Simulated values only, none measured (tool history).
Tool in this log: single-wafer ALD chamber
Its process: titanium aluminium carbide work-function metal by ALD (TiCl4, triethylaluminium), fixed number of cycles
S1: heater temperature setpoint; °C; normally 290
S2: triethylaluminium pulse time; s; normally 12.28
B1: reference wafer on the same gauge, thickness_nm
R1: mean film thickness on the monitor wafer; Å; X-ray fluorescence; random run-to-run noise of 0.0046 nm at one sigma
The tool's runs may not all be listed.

run,hour,S1,S2,B1,R1
1,0.0,290,12.28,1.720,16.63
# hour 2.9: gauge calibrated
2,12.0,290,13.76,1.719,17.30
3,29.3,290,13.76,1.720,17.24
4,36.6,290,12.28,1.721,16.44
5,43.9,295,12.28,1.719,16.80
6,56.2,290,12.28,1.720,16.33
7,63.3,290,12.28,1.719,16.19
8,77.7,298,12.28,1.721,16.72
9,93.5,290,13.51,1.721,16.76
# hour 110.4: triethylaluminium bottle replaced
10,110.9,290,13.51,1.719,18.57
# hour 119.9: thermocouple changed; heater temperature recalibrated
11,127.5,301,12.28,1.719,19.42
12,144.6,282,8.61,1.719,16.22
13,158.2,285,14.09,1.718,18.16
# hour 175.8: showerhead replaced
14,176.3,282,8.61,1.721,16.22
15,181.1,290,13.76,1.720,18.59
16,190.8,290,9.98,1.721,17.79
# hour 199.9: gauge calibrated
17,204.1,290,12.28,1.720,18.47
18,218.1,290,12.28,1.720,18.38

The next listed run, before its measurement:
19,234.7,304,15.84,?,?

Run 19 produced B1 1.721, R1 19.88 Å.
With no hidden state in the tool, this same run would have given R1 19.88 Å.

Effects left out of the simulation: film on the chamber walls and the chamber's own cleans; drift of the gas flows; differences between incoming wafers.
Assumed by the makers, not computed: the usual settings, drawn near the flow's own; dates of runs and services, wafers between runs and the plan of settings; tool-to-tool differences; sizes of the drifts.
